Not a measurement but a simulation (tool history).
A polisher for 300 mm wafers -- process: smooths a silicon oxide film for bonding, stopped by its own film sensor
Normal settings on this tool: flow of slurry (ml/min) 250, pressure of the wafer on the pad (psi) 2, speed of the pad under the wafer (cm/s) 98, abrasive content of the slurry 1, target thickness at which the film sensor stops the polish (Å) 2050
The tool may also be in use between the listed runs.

| run | hour | flow of slurry (ml/min) | pressure of the wafer on the pad (psi) | speed of the pad under the wafer (cm/s) | abrasive content of the slurry | target thickness at which the film sensor stops the polish (Å) | wafers since the last listed run | wafers polished on this pad | hours since the slurry nozzle was cleaned | hours since the head pressure was calibrated | hours since the slurry blender was calibrated | incoming thickness of the incoming film, nm | time until the film sensor stopped the polish (s) |
|---|---|---|---|---|---|---|---|---|---|---|---|---|---|
| 1 | 0 | 250 | 2 | 98 | 1 | 2010 | 0 | 1477 | 526 | 884.8 | 199.5 | 254.5 | 81.4 |
|  | 10.4 | worn pad replaced by a new one |
| 2 | 12.6 | 250 | 2 | 98 | 1 | 2010 | 85 | 21 | 538.6 | 897.4 | 212.1 | 258.7 | 88.3 |
| 3 | 35.7 | 250 | 2 | 98 | 1.2 | 2050 | 228 | 250 | 561.7 | 920.5 | 235.2 | 261.3 | 78.3 |
| 4 | 70.1 | 250 | 2 | 98 | 1.2 | 2050 | 340 | 590 | 596.1 | 954.9 | 269.6 | 261.6 | 79.3 |
|  | 121.3 | slurry blender recalibrated |
| 5 | 168.3 | 250 | 2 | 98 | 1 | 2050 | 951 | 1541 | 694.3 | 1053.1 | 47 | 264.4 | 93.9 |
| 6 | 183.2 | 250 | 2 | 98 | 1 | 2050 | 147 | 1689 | 709.2 | 1068 | 61.9 | 261.3 | 86.3 |
|  | 190.3 | worn pad replaced by a new one |
| 7 | 195.6 | 250 | 2 | 98 | 1 | 2050 | 83 | 52 | 721.6 | 1080.4 | 74.3 | 258.9 | 85.2 |
| 8 | 223.7 | 250 | 2 | 98 | 1 | 2050 | 277 | 330 | 749.7 | 1108.5 | 102.4 | 261.9 | 88.5 |
|  | 235.4 | slurry nozzle cleaned |
| 9 | 256.1 | 250 | 2 | 98 | 1 | 2050 | 310 | 640 | 20.7 | 1140.9 | 134.8 | 264.3 | 97.7 |
| 10 | 269.9 | 250 | 2 | 98 | 1 | 2050 | 136 | 777 | 34.5 | 1154.7 | 148.6 | 255.6 | 84.4 |
| 11 | 303.2 | 250 | 2 | 98 | 1 | 2050 | 329 | 1106 | 67.8 | 1188 | 181.9 | 262.4 | 95.4 |
| 12 | 322.7 | 250 | 2 | 98 | 1 | 2050 | 192 | 1299 | 87.3 | 1207.5 | 201.4 | 260.9 | 92.9 |
|  | 325.8 | head pressure recalibrated |
| 13 | 337.7 | 250 | 2 | 98 | 1 | 2050 | 128 | 1427 | 102.3 | 11.9 | 216.4 | 257.2 | 86.4 |
|  | 346 | worn pad replaced by a new one |
| 14 | 361.4 | 250 | 2 | 98 | 1 | 2050 | 194 | 151 | 126 | 35.6 | 240.1 | 258.1 | 88 |
| 15 | 377 | 295 | 2.7 | 98 | 1 | 2050 | 154 | 306 | 141.6 | 51.2 | 255.7 | 260.1 | 65.9 |
|  | 379.2 | slurry nozzle cleaned, repeated, since the last time left the tool worse |
| 16 | 401.8 | 250 | 2 | 82 | 1 | 2050 | 235 | 541 | 22.6 | 76 | 280.5 | 258.9 | 91.6 |
| 17 | 417.6 | 300 | 2 | 114 | 1 | 2050 | 156 | 697 | 38.4 | 91.8 | 296.3 | 255.6 | 63.7 |
| 18 | 434.5 | 250 | 2 | 84 | 0.9 | 2050 | 167 | 864 | 55.3 | 108.7 | 313.2 | 263.4 | 101.3 |
| 19 | 450.3 | 250 | 2 | 98 | 1 | 2050 | 156 | 1021 | 71.1 | 124.5 | 329 | 263.6 | 86.7 |
| 20 | 464.4 | 290 | 1.8 | 90 | 1 | 2150 | 139 | 1160 | 85.2 | 138.6 | 343.1 | 255.6 | 70.9 |
| 21 | 484.6 | 250 | 2 | 74 | 1 | 2000 | 199 | 1360 | 105.4 | 158.8 | 363.3 | 258.9 | 109.5 |
|  | 504.2 | slurry blender recalibrated |
|  | 517.2 | worn pad replaced by a new one |
| 22 | 517.7 | 305 | 2.4 | 98 | 1 | 2050 | 267 | 4 | 138.5 | 191.9 | 13.5 | 254.3 | 58.5 |
| 23 | 533.5 | 290 | 2 | 122 | 1 | 2110 | 156 | 160 | 154.3 | 207.7 | 29.3 | 257.9 | 56.7 |
| 24 | 561.4 | 250 | 2.3 | 98 | 0.85 | 1970 | 275 | 436 | 182.2 | 235.6 | 57.2 | 255.3 | 80.9 |
| 25 | 584.6 | 250 | 2 | 98 | 1.1 | 2140 | 229 | 666 | 205.4 | 258.8 | 80.4 | 259.7 | 64.5 |
| 26 | 604.1 | 315 | 2 | 98 | 0.8 | 2050 | 192 | 858 | 224.9 | 278.3 | 99.9 | 256.4 | 82.1 |
| 27 | 619.6 | 250 | 2 | 98 | 1 | 2050 | 153 | 1012 | 240.4 | 293.8 | 115.4 | 261 | 82.7 |
| 28 | 642.8 | 330 | 1.4 | 70 | 1 | 2050 | 229 | 1241 | 263.6 | 317 | 138.6 | 263.3 | 155 |
| 29 | 669.3 | 250 | 2 | 98 | 1 | 2050 | 262 | 1503 | 290.1 | 343.5 | 165.1 | 264.7 | 87.8 |
|  | 689.1 | worn pad replaced by a new one |
| 30 | 704.3 | 250 | 2 | 98 | 1 | 1970 | 306 | 150 | 325.1 | 378.5 | 200.1 | 255.9 | 87.4 |

Branching from run 30: 4 alternative next runs. What would each branch give?
| A | 704.8 | 250 | 2 | 98 | 1 | 2230 | 4 | 155 | 325.6 | 379 | 200.6 | 257.9 | ? |
| B | 704.8 | 250 | 2 | 98 | 0.9 | 2050 | 4 | 155 | 325.6 | 379 | 200.6 | 257.9 | ? |
| C | 704.8 | 250 | 2 | 98 | 1.25 | 2050 | 4 | 155 | 325.6 | 379 | 200.6 | 257.9 | ? |
| D | 704.8 | 250 | 2.7 | 98 | 0.75 | 1970 | 4 | 155 | 325.6 | 379 | 200.6 | 257.9 | ? |

| run | time until the film sensor stopped the polish (s) |
|---|---|
| A | 51.6 |
| B | 82.1 |
| C | 71.4 |
| D | 76.3 |
Stripped of hidden state, with their random variation kept, the same runs would have yielded:
| run | time until the film sensor stopped the polish (s) |
|---|---|
| A | 51.2 |
| B | 81.3 |
| C | 70.7 |
| D | 75.6 |
